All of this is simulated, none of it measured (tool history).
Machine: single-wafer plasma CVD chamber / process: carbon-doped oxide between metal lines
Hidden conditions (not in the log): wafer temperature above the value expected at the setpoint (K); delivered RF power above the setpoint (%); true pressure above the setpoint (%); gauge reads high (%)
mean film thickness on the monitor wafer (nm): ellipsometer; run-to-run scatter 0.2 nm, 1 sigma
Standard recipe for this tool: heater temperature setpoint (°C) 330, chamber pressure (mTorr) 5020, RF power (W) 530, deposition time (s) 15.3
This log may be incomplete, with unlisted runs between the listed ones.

run,hour,heater temperature setpoint (°C),chamber pressure (mTorr),RF power (W),deposition time (s),wafers since the last listed run,hours since the last thermocouple change,hours since the last RF generator calibration,hours since the last manometer calibration,hours since the showerhead was replaced,hours since the gauge calibration,"read-back reference wafer on the same gauge, thickness_nm",mean film thickness on the monitor wafer (nm)
1,0.0,330,5020,530,15.3,0,1697.1,1723.6,1100.2,4091.4,812.7,74.615,81.631
2,68.0,330,5020,530,16.7,1976,1765.1,1791.6,1168.2,4159.4,880.7,74.618,88.991
# hour 104.4: gauge calibrated
3,137.0,330,5020,530,15.3,2005,1834.1,1860.6,1237.2,4228.4,32.6,74.661,81.846
4,188.8,330,5020,530,15.3,1505,1885.9,1912.4,1289.0,4280.2,84.4,74.562,81.855
5,298.2,330,5020,530,15.3,3179,1995.3,2021.8,1398.4,4389.6,193.8,74.656,81.884
6,327.3,326,5020,530,14.0,845,2024.4,2050.9,1427.5,4418.7,222.9,74.569,76.004
7,358.1,326,5020,530,14.0,895,2055.2,2081.7,1458.3,4449.5,253.7,74.609,76.037
8,406.1,330,5020,530,14.2,1395,2103.2,2129.7,1506.3,4497.5,301.7,74.618,76.077
9,433.6,330,5020,530,14.2,799,2130.7,2157.2,1533.8,4525.0,329.2,74.611,76.136
10,485.6,330,5020,530,13.0,1511,2182.7,2209.2,1585.8,4577.0,381.2,74.634,69.740
11,542.1,330,5020,530,13.0,1642,2239.2,2265.7,1642.3,4633.5,437.7,74.643,69.992
12,595.7,330,5020,530,13.0,1557,2292.8,2319.3,1695.9,4687.1,491.3,74.554,70.105
13,641.7,330,5020,530,14.2,1336,2338.8,2365.3,1741.9,4733.1,537.3,74.649,76.455
14,666.0,330,5020,620,15.3,706,2363.1,2389.6,1766.2,4757.4,561.6,74.585,93.921
15,697.0,330,5020,630,17.2,900,2394.1,2420.6,1797.2,4788.4,592.6,74.630,106.811
16,744.0,330,5020,530,15.3,1365,2441.1,2467.6,1844.2,4835.4,639.6,74.567,82.401
# hour 754.9: showerhead replaced
17,776.8,324,4690,530,15.3,720,2473.9,2500.4,1877.0,21.9,672.4,74.625,82.460
18,803.6,322,6040,565,15.3,778,2500.7,2527.2,1903.8,48.7,699.2,74.629,91.842
19,831.5,330,5020,570,15.3,810,2528.6,2555.1,1931.7,76.6,727.1,74.591,87.206
# hour 907.9: RF generator calibrated
# hour 954.5: gauge calibrated
# hour 977.2: thermocouple changed; heater temperature recalibrated
# hour 1026.8: capacitance manometer re-zeroed and calibrated
20,1030.8,330,5020,565,12.9,5094,53.6,122.9,4.0,275.9,76.3,74.626,71.819
21,1055.4,330,5020,530,15.3,714,78.2,147.5,28.6,300.5,100.9,74.568,80.421
22,1088.4,330,5420,530,15.3,959,111.2,180.5,61.6,333.5,133.9,74.585,81.702
23,1130.9,320,5970,455,14.4,1235,153.7,223.0,104.1,376.0,176.4,74.646,69.344
24,1190.0,323,5020,555,15.3,1717,212.8,282.1,163.2,435.1,235.5,74.538,85.671
25,1350.2,339,4440,530,14.0,4655,373.0,442.3,323.4,595.3,395.7,74.600,70.278

Each row is a separate what-if for the run after 25, all from the same tool condition, not one after another. Results?
A,1350.6,330,5020,530,15.3,11,373.4,442.7,323.8,595.7,396.1,?,?
B,1350.6,319,4690,530,16.1,11,373.4,442.7,323.8,595.7,396.1,?,?
C,1350.6,336,5020,530,16.3,11,373.4,442.7,323.8,595.7,396.1,?,?

run,"read-back reference wafer on the same gauge, thickness_nm",mean film thickness on the monitor wafer (nm)
A,74.531,80.776
B,74.531,86.707
C,74.531,84.445
Without the tool's hidden state the same runs would have given:
run,mean film thickness on the monitor wafer (nm)
A,80.586
B,86.487
C,84.263

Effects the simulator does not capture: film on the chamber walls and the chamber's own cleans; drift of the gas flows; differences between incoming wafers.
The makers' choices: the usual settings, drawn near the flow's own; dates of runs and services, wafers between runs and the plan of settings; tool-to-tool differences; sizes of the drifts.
